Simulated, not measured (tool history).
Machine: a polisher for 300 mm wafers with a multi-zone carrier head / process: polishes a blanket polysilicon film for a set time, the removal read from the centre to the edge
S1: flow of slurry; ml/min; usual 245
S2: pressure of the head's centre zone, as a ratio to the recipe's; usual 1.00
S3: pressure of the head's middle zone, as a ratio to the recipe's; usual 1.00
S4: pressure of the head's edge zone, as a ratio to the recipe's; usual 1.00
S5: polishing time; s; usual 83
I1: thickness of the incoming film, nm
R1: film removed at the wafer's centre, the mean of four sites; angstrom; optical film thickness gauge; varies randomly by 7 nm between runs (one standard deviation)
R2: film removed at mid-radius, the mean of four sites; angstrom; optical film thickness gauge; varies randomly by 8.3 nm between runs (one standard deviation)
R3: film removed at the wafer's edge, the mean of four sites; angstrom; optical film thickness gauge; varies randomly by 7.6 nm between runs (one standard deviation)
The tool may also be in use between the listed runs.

run,day,S1,S2,S3,S4,S5,I1,R1,R2,R3
1,0.000,245,1.00,1.00,1.09,83,2388.4,6905,6790,7298
# day 2.079: worn pad replaced by a new one
2,2.212,245,1.00,1.00,1.00,83,2396.2,6973,6825,6838
3,6.079,245,1.00,1.00,1.00,83,2411.3,6919,6806,6849
4,9.783,245,1.00,1.00,1.00,83,2409.8,6809,6616,6803
# day 10.417: worn pad replaced by a new one
5,13.042,245,1.00,1.00,1.00,83,2370.6,6821,6881,6736
# day 13.621: edge zone pressure recalibrated
# day 15.933: centre zone pressure recalibrated
6,16.492,245,1.00,1.00,1.00,83,2420.7,6815,6603,6787
# day 18.046: worn pad replaced by a new one
# day 19.012: carrier head's membrane replaced by a new one
7,20.017,245,1.00,1.00,1.00,83,2401.1,6634,6529,6706
# day 20.842: slurry nozzle cleaned
8,23.721,245,1.00,1.00,1.00,83,2422.9,6400,6298,6423
# day 26.092: worn pad replaced by a new one
9,26.762,245,1.00,0.94,1.00,83,2438.3,6278,6008,6475
10,28.683,175,0.88,1.00,1.05,83,2369.0,5042,5789,6270
11,30.233,245,1.00,1.00,1.00,83,2395.5,6273,6095,6472
# day 30.542: slurry nozzle cleaned, repeated, since the last time left the tool worse
12,34.300,180,1.11,1.00,1.06,72,2393.4,6568,5751,5986
# day 34.479: worn pad replaced by a new one
13,36.021,245,1.00,1.00,1.00,103,2436.9,8788,8513,8637
14,39.033,285,1.00,0.92,1.00,96,2375.3,8179,7443,8201
# day 41.954: worn pad replaced by a new one
15,43.342,245,1.08,1.00,1.00,83,2417.2,7366,6725,6952

Predict each of these 5 candidate next runs independently; none follows another, all start after run 15:
A,43.358,245,1.00,1.00,0.96,83,2361.2,?,?,?
B,43.358,245,0.88,0.96,0.97,59,2361.2,?,?,?
C,43.358,245,1.00,1.00,1.00,101,2361.2,?,?,?
D,43.358,245,1.10,1.00,1.00,83,2361.2,?,?,?
E,43.358,305,1.11,1.04,1.00,83,2361.2,?,?,?

run,R1,R2,R3
A,7148,6867,6808
B,4472,4720,4866
C,8698,8356,8448
D,7860,6863,6942
E,8141,7262,7061
Without the tool's unlogged condition, the same runs would have read:
run,R1,R2,R3
A,7205,6917,6845
B,4508,4754,4892
C,8768,8417,8494
D,7924,6913,6980
E,8194,7305,7093
